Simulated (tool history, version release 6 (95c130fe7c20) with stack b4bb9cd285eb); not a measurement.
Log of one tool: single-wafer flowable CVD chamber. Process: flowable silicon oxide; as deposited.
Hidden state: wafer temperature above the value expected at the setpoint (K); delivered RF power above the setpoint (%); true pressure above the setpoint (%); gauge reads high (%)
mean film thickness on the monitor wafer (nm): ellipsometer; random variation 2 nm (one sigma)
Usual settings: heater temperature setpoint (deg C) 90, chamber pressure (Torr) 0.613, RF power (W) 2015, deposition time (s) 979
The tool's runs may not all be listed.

run	day	heater temperature setpoint (deg C)	chamber pressure (Torr)	RF power (W)	deposition time (s)	wafers since the last listed run	hours since the last thermocouple change	hours since the last RF generator calibration	hours since the last manometer calibration	hours since the showerhead was replaced	hours since the gauge calibration	read-back reference wafer on the same gauge, thickness_nm	mean film thickness on the monitor wafer (nm)
1	0	90	0.613	2015	979	0	423.2	141	296.2	278.6	4074.9	440.251	541.641
2	2.162	90	0.613	2015	979	62	475.1	192.9	348.1	330.5	4126.8	439.815	535.052
3	4.717	90	0.613	2015	979	74	536.4	254.2	409.4	391.8	4188.1	439.831	538.159
4	7.946	90	0.613	2015	979	94	613.9	331.7	486.9	469.3	4265.6	440.092	534.347
5	9.775	90	0.567	2015	979	53	657.8	375.6	530.8	513.2	4309.5	439.907	496.039
6	13.346	90	0.567	2015	979	104	743.5	461.3	616.5	598.9	4395.2	440.045	496.772
7	16.112	90	0.613	2015	899	80	809.9	527.7	682.9	665.3	4461.6	440.367	492.096
# day 18.321: gauge calibrated
8	19.604	90	0.479	1845	979	101	893.7	611.5	766.7	749.1	30.8	439.887	416.106
9	23.192	90	0.507	2015	979	104	979.8	697.6	852.8	835.2	116.9	439.872	443.99
10	27.275	90	0.749	2015	885	118	1077.8	795.6	950.8	933.2	214.9	439.642	592.785
11	29.229	85	0.613	1625	861	56	1124.7	842.5	997.7	980.1	261.8	440.207	522.732
12	32.921	90	0.613	2015	979	107	1213.3	931.1	1086.3	1068.7	350.4	439.954	535.056
13	35.933	90	0.613	2015	979	87	1285.6	1003.4	1158.6	1141	422.7	440.336	537.973
# day 37.138: capacitance manometer re-zeroed and calibrated
14	39.612	90	0.613	2015	979	97	1373.9	1091.7	59.4	1229.3	511	440.069	540.143
# day 41.542: RF generator calibrated
15	42.617	90	0.613	2015	979	77	1446	25.8	131.5	1301.4	583.1	440.242	536.658
16	46.229	90	0.507	2015	979	105	1532.7	112.5	218.2	1388.1	669.8	439.969	444.812
17	47.896	90	0.739	2325	979	48	1572.7	152.5	258.2	1428.1	709.8	439.93	666.302
18	50.867	99	0.613	1770	1148	86	1644	223.8	329.5	1499.4	781.1	439.877	441.855
19	58.592	90	0.573	2015	979	225	1829.4	409.2	514.9	1684.8	966.5	439.619	503.325
# day 62.575: thermocouple changed; heater temperature recalibrated
20	62.692	90	0.613	2015	979	109	2.8	507.6	613.3	1783.2	1064.9	440.003	537.633
21	64.612	97	0.613	2015	979	55	48.9	553.7	659.4	1829.3	1111	440.017	416.843
22	68.617	90	0.613	2015	1035	116	145	649.8	755.5	1925.4	1207.1	439.967	567.075
23	70.679	82	0.519	2310	1124	60	194.5	699.3	805	1974.9	1256.6	440.172	692.661
24	72.912	90	0.613	2245	979	65	248.1	752.9	858.6	2028.5	1310.2	440.153	549.861
25	76.296	90	0.613	2015	979	98	329.3	834.1	939.8	2109.7	1391.4	439.995	534.942
26	80.192	90	0.613	2015	979	113	422.8	927.6	1033.3	2203.2	1484.9	440.071	534.704
27	82.262	100	0.734	2120	1087	60	472.5	977.3	1083	2252.9	1534.6	439.837	502.676
28	86.525	90	0.613	2415	979	124	574.8	1079.6	1185.3	2355.2	1636.9	439.71	551.173

4 ways to go on from here, each from the tool as it stands after run 28. What would each give?
A	86.554	82	0.613	2015	979	0	575.5	1080.3	1186	2355.9	1637.6	?	?
B	86.554	75	0.462	2015	979	0	575.5	1080.3	1186	2355.9	1637.6	?	?
C	86.554	104	0.673	2260	979	0	575.5	1080.3	1186	2355.9	1637.6	?	?
D	86.554	83	0.704	2015	979	0	575.5	1080.3	1186	2355.9	1637.6	?	?

run	read-back reference wafer on the same gauge, thickness_nm	mean film thickness on the monitor wafer (nm)
A	439.875	697.014
B	439.875	645.319
C	439.875	362.134
D	439.875	774.262
Without the tool's hidden state the same runs would have given:
run	mean film thickness on the monitor wafer (nm)
A	697.014
B	645.319
C	362.134
D	774.262
